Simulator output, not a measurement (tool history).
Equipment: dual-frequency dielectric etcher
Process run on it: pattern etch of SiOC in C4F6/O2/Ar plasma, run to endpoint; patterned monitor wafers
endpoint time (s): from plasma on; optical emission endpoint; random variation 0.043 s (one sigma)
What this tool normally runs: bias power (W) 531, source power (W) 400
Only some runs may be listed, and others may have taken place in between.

run    hour  bias power (W)  source power (W)  wafers since the last listed run  hours since the last wet clean  hours since the last bias power generator calibration  hours since the last source power generator calibration  hours since the last upper electrode change  incoming incoming film thickness, nm  endpoint time (s)
  1     0.0             531               400                                 0                           111.5                                                 1777.1                                                    201.5                                       3460.9                                 36.88               11.3
  2    83.8             531               400                               967                           195.3                                                 1860.9                                                    285.3                                       3544.7                                 37.27               11.4
  3   145.7             599               350                               714                           257.2                                                 1922.8                                                    347.2                                       3606.6                                 37.74               11.4
  4   203.7             599               350                               669                           315.2                                                 1980.8                                                    405.2                                       3664.6                                 37.22               11.2
  5   264.2             599               350                               698                           375.7                                                 2041.3                                                    465.7                                       3725.1                                 37.20               11.1
  6   345.9             484               380                               942                           457.4                                                 2123.0                                                    547.4                                       3806.8                                 37.49               11.9
  7   404.5             484               380                               676                           516.0                                                 2181.6                                                    606.0                                       3865.4                                 37.51               11.9
      448.3  -- wet clean of the chamber
  8   478.0             484               380                               571                            29.7                                                 2255.1                                                    679.5                                       3938.9                                 37.22               12.1
  9   540.7             531               380                               723                            92.4                                                 2317.8                                                    742.2                                       4001.6                                 37.54               11.7
 10   642.9             531               380                              1179                           194.6                                                 2420.0                                                    844.4                                       4103.8                                 38.00               11.7
 11   712.0             531               470                               797                           263.7                                                 2489.1                                                    913.5                                       4172.9                                 38.00               11.0
 12   805.4             531               470                              1077                           357.1                                                 2582.5                                                   1006.9                                       4266.3                                 37.53               10.9
 13   911.8             561               400                              1227                           463.5                                                 2688.9                                                   1113.3                                       4372.7                                 37.39               11.0
 14  1006.1             470               370                              1088                           557.8                                                 2783.2                                                   1207.6                                       4467.0                                 37.89               12.2
     1014.9  -- bias power generator calibrated
     1056.4  -- wet clean of the chamber
 15  1056.9             425               400                               263                             0.5                                                   42.0                                                   1258.4                                       4517.8                                 37.65               12.7
 16  1139.6             443               370                               954                            83.2                                                  124.7                                                   1341.1                                       4600.5                                 37.05               12.6
 17  1233.2             641               400                              1080                           176.8                                                  218.3                                                   1434.7                                       4694.1                                 37.39               10.6
     1253.9  -- source power generator calibrated
 18  1269.6             565               490                               373                           213.2                                                  254.7                                                     15.7                                       4730.5                                 37.78               10.6
 19  1318.4             412               460                               563                           262.0                                                  303.5                                                     64.5                                       4779.3                                 37.50               12.2
 20  1412.6             531               320                              1087                           356.2                                                  397.7                                                    158.7                                       4873.5                                 37.12               11.9
 21  1500.9             629               440                              1019                           444.5                                                  486.0                                                    247.0                                       4961.8                                 37.83               10.3
 22  1592.3             531               400                              1054                           535.9                                                  577.4                                                    338.4                                       5053.2                                 37.80               11.3
     1622.0  -- wet clean of the chamber
 23  1683.4             584               320                               774                            61.4                                                  668.5                                                    429.5                                       5144.3                                 37.27               11.7
     1788.7  -- upper electrode replaced
 24  1789.2             663               340                               944                           167.2                                                  774.3                                                    535.3                                          0.5                                 37.44               10.9
 25  2073.0             531               370                              3275                           451.0                                                 1058.1                                                    819.1                                        284.3                                 37.22               11.5
 26  2202.2             437               300                              1491                           580.2                                                 1187.3                                                    948.3                                        413.5                                 37.81               13.3
 27  2272.4             443               370                               810                           650.4                                                 1257.5                                                   1018.5                                        483.7                                 37.26               12.2
     2341.3  -- wet clean of the chamber
 28  2341.9             644               450                               525                             0.6                                                 1327.0                                                   1088.0                                        553.2                                 37.66               10.4
 29  2449.5             649               450                              1241                           108.2                                                 1434.6                                                   1195.6                                        660.8                                 37.52               10.3
 30  2490.3             531               400                               470                           149.0                                                 1475.4                                                   1236.4                                        701.6                                 37.81               11.6
 31  2597.5             484               380                              1237                           256.2                                                 1582.6                                                   1343.6                                        808.8                                 37.41               12.0
 32  2637.6             474               400                               462                           296.3                                                 1622.7                                                   1383.7                                        848.9                                 37.82               12.1
 33  2706.6             624               330                               796                           365.3                                                 1691.7                                                   1452.7                                        917.9                                 37.55               11.2
     2753.0  -- source power generator calibrated
 34  2757.8             494               430                               544                           416.5                                                 1742.9                                                      4.8                                        969.1                                 37.55               11.5

Some steps in endpoint time (s), run to run, broken into two amounts with sign: the step expected even without the hidden condition (settings, incoming material, random variation), and the rest, left for the hidden condition together with whatever gauge scatter is not in both the measured and the hidden-condition-free result:
The tool's hidden condition here consists of: etch rate over this chamber's usual, %; bias power that arrives over what is set, %; source power that arrives over what is set, %.
Run 7 -> 8: wet clean of the chamber. endpoint time (s) +0.2: hidden state +0.3, all else -0.1.
Run 14 -> 15: bias power (W) 470 -> 425, source power (W) 370 -> 400, bias power generator calibrated, wet clean of the chamber. endpoint time (s) +0.5: hidden state +0.3, all else +0.2.
Run 16 -> 17: bias power (W) 443 -> 641, source power (W) 370 -> 400. endpoint time (s) -2.0: hidden state -0.1, all else -1.9.
Run 25 -> 26: bias power (W) 531 -> 437, source power (W) 370 -> 300. endpoint time (s) +1.8: hidden state -0.1, all else +1.9.
Run 27 -> 28: bias power (W) 443 -> 644, source power (W) 370 -> 450, wet clean of the chamber. endpoint time (s) -1.8: hidden state +0.5, all else -2.3.
